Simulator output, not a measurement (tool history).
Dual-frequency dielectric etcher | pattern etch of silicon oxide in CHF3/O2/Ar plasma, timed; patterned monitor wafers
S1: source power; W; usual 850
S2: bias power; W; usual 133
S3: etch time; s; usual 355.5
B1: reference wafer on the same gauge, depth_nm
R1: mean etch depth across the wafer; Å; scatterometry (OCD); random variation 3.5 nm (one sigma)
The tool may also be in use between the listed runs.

run	day	S1	S2	S3	B1	R1
1	0	1000	133	431	839.3	9876
2	0.592	1000	133	431	839.5	9873
3	3.829	720	133	355.5	841.7	7055
4	5.25	960	133	355.5	842.4	8028
5	6.121	850	133	380	842.2	8172
# day 9.704: wet clean of the chamber
6	9.725	850	133	380	843.6	8098
7	10.15	850	108	318.5	843.1	6345
8	10.65	850	133	355.5	843.4	7608
# day 11.346: gauge calibrated
# day 11.458: bias power generator calibrated
9	11.567	850	133	355.5	830.7	7485
# day 13.221: upper electrode replaced
10	13.242	780	133	355.5	833.2	7235
11	13.892	760	119	355.5	835.2	6869
12	14.988	740	133	355.5	835.2	7066
13	15.704	850	133	274	836.3	5819
14	17.171	850	133	355.5	839.6	7570
# day 17.825: source power generator calibrated
15	17.921	790	111	421	838.8	8123
16	20.175	850	165	262	840	6028
17	21.346	850	133	355.5	842	7597
18	22.642	960	142	402.5	840.6	9290

Forecast each of these 4 alternatives for the next run:
A	22.662	850	133	398	?	?
B	22.662	670	146	355.5	?	?
C	22.662	770	133	355.5	?	?
D	22.662	850	133	433.5	?	?

run	B1	R1
A	840.8	8503
B	840.8	7058
C	840.8	7262
D	840.8	9261
Without the tool's hidden state the same runs would have given:
run	R1
A	8385
B	6960
C	7161
D	9133
